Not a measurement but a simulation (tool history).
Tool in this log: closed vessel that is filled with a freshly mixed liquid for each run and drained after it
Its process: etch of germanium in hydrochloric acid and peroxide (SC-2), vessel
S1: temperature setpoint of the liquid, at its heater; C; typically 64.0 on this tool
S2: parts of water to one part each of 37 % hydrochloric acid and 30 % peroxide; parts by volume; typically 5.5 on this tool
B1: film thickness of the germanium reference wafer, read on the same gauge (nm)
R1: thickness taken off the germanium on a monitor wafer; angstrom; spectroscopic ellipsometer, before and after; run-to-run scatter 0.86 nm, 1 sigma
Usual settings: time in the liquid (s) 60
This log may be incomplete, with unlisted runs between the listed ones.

Run 1, day 0.000: usual settings; B1 79.99. Result: R1 1741.9 angstrom.
Run 2, day 2.438: usual settings; B1 80.01. Result: R1 1730.2 angstrom.
Run 3, day 4.954: usual settings; B1 80.00. Result: R1 1734.0 angstrom.
Run 4, day 6.446: usual settings; B1 80.01. Result: R1 1724.6 angstrom.
Run 5, day 7.712: usual settings but time in the liquid (s) 30; B1 80.01. Result: R1 862.7 angstrom.
Run 6, day 8.925: usual settings but time in the liquid (s) 30; B1 80.01. Result: R1 858.9 angstrom.
Run 7, day 10.254: usual settings but time in the liquid (s) 35; B1 80.00. Result: R1 1004.7 angstrom.
Run 8, day 12.988: usual settings; B1 80.00. Result: R1 1705.2 angstrom.
Run 9, day 15.383: usual settings but S1 60.0 C; B1 80.00. Result: R1 1509.9 angstrom.
Run 10, day 16.388: usual settings but S1 60.0 C; B1 80.00. Result: R1 1507.9 angstrom.
Run 11, day 17.583: usual settings; B1 79.99. Result: R1 1825.7 angstrom.
Run 12, day 20.133: usual settings but S2 4.0 parts by volume, time in the liquid (s) 80; B1 79.98. Result: R1 2443.4 angstrom.
Run 13, day 23.104: usual settings but S2 8.0 parts by volume; B1 80.02. Result: R1 1772.1 angstrom.
Run 14, day 24.362: usual settings but time in the liquid (s) 45; B1 80.00. Result: R1 1339.3 angstrom.
Run 15, day 26.333: usual settings but S1 67.5 C, S2 7.0 parts by volume; B1 79.99. Result: R1 1969.8 angstrom.
Run 16, day 27.508: usual settings but S1 72.0 C, S2 6.5 parts by volume, time in the liquid (s) 95; B1 80.01. Result: R1 3551.9 angstrom.
Run 17, day 29.400: usual settings; B1 80.01. Result: R1 1806.8 angstrom.
Run 18, day 30.700: usual settings but S1 72.0 C, S2 4.5 parts by volume, time in the liquid (s) 80; B1 79.99. Result: R1 3053.5 angstrom.
Run 19, day 33.325: usual settings but S1 69.0 C; B1 80.01. Result: R1 2080.6 angstrom.
Run 20, day 34.971: usual settings; B1 80.01. Result: R1 1783.0 angstrom.
Run 21, day 37.779: usual settings but S1 55.0 C, S2 8.0 parts by volume, time in the liquid (s) 30; B1 80.01. Result: R1 668.9 angstrom.
Run 22, day 39.846: usual settings; B1 79.99. Result: R1 1772.9 angstrom.
Run 23, day 41.646: usual settings but S1 61.5 C, time in the liquid (s) 45; B1 80.00. Result: R1 1239.2 angstrom.

Missing from the log above: 5 entries noted between runs. For each, name the pair of listed runs it sits between and say how the tool's hidden condition differs from the listed run just before to the listed run just after:
Runs 4 to 5: new drum of peroxide connected (day 6.683)
  liquid colder than its thermometer reads (K): 1.94 -> 1.99
  measured result minus the result with no hidden state, R1: -101.5 -> -52.1 angstrom
Runs 8 to 9: gauge calibrated (day 14.021)
  liquid colder than its thermometer reads (K): 2.19 -> 2.28
  measured result minus the result with no hidden state, R1: -113.8 -> -108.0 angstrom
Runs 9 to 10: chemicals flow meter replaced (day 15.971)
  liquid colder than its thermometer reads (K): 2.28 -> 2.32
  measured result minus the result with no hidden state, R1: -108.0 -> -109.9 angstrom
Runs 10 to 11: thermometer replaced (day 17.083)
  liquid colder than its thermometer reads (K): 2.32 -> 0.0244
  measured result minus the result with no hidden state, R1: -109.9 -> -1.1 angstrom
Runs 18 to 19: new drum of peroxide connected (day 32.612)
  liquid colder than its thermometer reads (K): 0.53 -> 0.631
  measured result minus the result with no hidden state, R1: -45.8 -> -37.6 angstrom

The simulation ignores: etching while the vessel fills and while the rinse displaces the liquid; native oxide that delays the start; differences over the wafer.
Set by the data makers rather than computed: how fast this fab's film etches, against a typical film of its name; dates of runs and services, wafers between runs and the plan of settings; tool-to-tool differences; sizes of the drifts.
